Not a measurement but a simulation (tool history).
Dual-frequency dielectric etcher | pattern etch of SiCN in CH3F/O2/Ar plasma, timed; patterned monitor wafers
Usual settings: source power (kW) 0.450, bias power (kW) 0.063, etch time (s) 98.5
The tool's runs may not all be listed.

run   hour  source power (kW)  bias power (kW)  etch time (s)  read-back reference wafer on the same gauge, depth_nm  mean etch depth across the wafer (Å)
  1    0.0              0.370            0.063           81.5                                                  38.62                                 276.0
  2   19.6              0.370            0.063           81.5                                                  38.59                                 275.9
  3   45.3              0.450            0.059           86.5                                                  38.59                                 300.8
  4   90.3              0.450            0.059           86.5                                                  38.60                                 301.3
  5  109.2              0.450            0.059           86.5                                                  38.61                                 301.7
     153.2  -- wet clean of the chamber
     170.7  -- upper electrode replaced
  6  171.2              0.510            0.063           98.5                                                  38.58                                 366.3
  7  171.6              0.510            0.063           98.5                                                  38.61                                 365.2
     172.4  -- gauge calibrated
  8  173.9              0.490            0.063          116.5                                                  38.59                                 427.9
  9  203.6              0.450            0.063           98.5                                                  38.60                                 352.2
 10  223.7              0.450            0.059           86.5                                                  38.58                                 301.6
 11  287.3              0.360            0.055           76.5                                                  38.60                                 243.8
     315.4  -- source power generator calibrated
     325.3  -- bias power generator calibrated
 12  339.6              0.500            0.050           98.5                                                  38.60                                 333.6
 13  364.7              0.450            0.063           98.5                                                  38.60                                 353.4
 14  393.6              0.360            0.063           98.5                                                  38.60                                 331.3

Run 15 comes next. What will it give?
 15  418.9              0.450            0.071           98.5                                                      ?                                     ?

read-back reference wafer on the same gauge, depth_nm: 38.60
mean etch depth across the wafer (Å): 371.2
Were there no unlogged condition in the tool, this run, its random variation unchanged, would have produced mean etch depth across the wafer (Å) 371.2.
